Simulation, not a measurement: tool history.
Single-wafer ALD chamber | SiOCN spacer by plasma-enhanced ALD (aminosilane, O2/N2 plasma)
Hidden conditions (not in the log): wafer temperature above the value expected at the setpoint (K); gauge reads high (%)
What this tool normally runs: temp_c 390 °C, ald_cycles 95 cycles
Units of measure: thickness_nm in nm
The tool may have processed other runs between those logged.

run,hour,temp_c,ald_cycles,wafers since the last listed run,hours since the last thermocouple change,hours since the gauge calibration,"read-back reference wafer on the same gauge, thickness_nm",thickness_nm
1,0.0,390,95,0,1088.7,1182.8,5.887,5.419
2,44.5,390,95,164,1133.2,1227.3,5.889,5.436
3,328.1,390,95,1046,1416.8,1510.9,5.898,5.427
4,383.5,390,95,204,1472.2,1566.3,5.894,5.459
5,422.1,390,95,142,1510.8,1604.9,5.895,5.411
6,519.3,390,95,358,1608.0,1702.1,5.898,5.411
7,601.1,390,95,301,1689.8,1783.9,5.895,5.418
# hour 622.2: thermocouple changed; heater temperature recalibrated
8,637.2,390,95,103,15.0,1820.0,5.900,5.448
9,698.4,390,95,225,76.2,1881.2,5.906,5.434
10,746.1,390,95,176,123.9,1928.9,5.902,5.460
11,847.8,390,84,375,225.6,2030.6,5.906,4.800
12,941.1,390,95,344,318.9,2123.9,5.899,5.473
13,993.4,390,95,193,371.2,2176.2,5.903,5.449
14,1093.5,390,95,369,471.3,2276.3,5.904,5.447
15,1218.7,390,95,462,596.5,2401.5,5.904,5.476
16,1313.6,390,95,350,691.4,2496.4,5.899,5.444
17,1403.2,390,95,330,781.0,2586.0,5.910,5.463
18,1442.9,390,95,146,820.7,2625.7,5.905,5.431
19,1542.5,390,95,367,920.3,2725.3,5.903,5.431
20,1621.9,390,95,293,999.7,2804.7,5.911,5.433
21,1719.2,390,95,359,1097.0,2902.0,5.909,5.449
22,1771.9,379,95,194,1149.7,2954.7,5.902,5.432
# hour 1798.5: gauge calibrated
23,1833.4,400,86,227,1211.2,34.9,5.836,4.867
24,1928.4,395,89,350,1306.2,129.9,5.840,5.049
25,2032.3,385,95,383,1410.1,233.8,5.853,5.399
26,2124.5,396,109,340,1502.3,326.0,5.855,6.184
27,2238.6,385,113,421,1616.4,440.1,5.861,6.437
28,2314.2,390,95,279,1692.0,515.7,5.870,5.406
# hour 2399.0: thermocouple changed; heater temperature recalibrated
29,2400.1,378,95,287,1.1,601.6,5.877,5.423
30,2482.3,383,104,303,83.3,683.8,5.874,5.925
31,2587.6,390,95,388,188.6,789.1,5.886,5.416
32,2687.9,394,113,370,288.9,889.4,5.885,6.434
33,2775.8,381,103,324,376.8,977.3,5.888,5.870
34,2851.2,390,79,278,452.2,1052.7,5.884,4.517
35,2915.1,397,112,235,516.1,1116.6,5.886,6.421
36,2954.7,403,107,146,555.7,1156.2,5.893,6.082
37,3079.9,383,104,462,680.9,1281.4,5.901,5.913
38,3163.8,390,111,309,764.8,1365.3,5.899,6.380
39,3268.6,395,95,386,869.6,1470.1,5.906,5.428
40,3310.5,390,95,154,911.5,1512.0,5.901,5.435
41,3375.4,390,95,239,976.4,1576.9,5.903,5.443

Predict each of these 5 candidate next runs independently; none follows another, all start after run 41:
A,3376.0,390,88,2,977.0,1577.5,?,?
B,3376.0,402,106,2,977.0,1577.5,?,?
C,3376.0,398,104,2,977.0,1577.5,?,?
D,3376.0,383,87,2,977.0,1577.5,?,?
E,3376.0,384,88,2,977.0,1577.5,?,?

run,"read-back reference wafer on the same gauge, thickness_nm",thickness_nm
A,5.901,5.016
B,5.901,6.023
C,5.901,5.928
D,5.901,4.959
E,5.901,5.016
Stripped of hidden state, with their random variation kept, the same runs would have yielded:
run,thickness_nm
A,4.945
B,5.938
C,5.844
D,4.889
E,4.945

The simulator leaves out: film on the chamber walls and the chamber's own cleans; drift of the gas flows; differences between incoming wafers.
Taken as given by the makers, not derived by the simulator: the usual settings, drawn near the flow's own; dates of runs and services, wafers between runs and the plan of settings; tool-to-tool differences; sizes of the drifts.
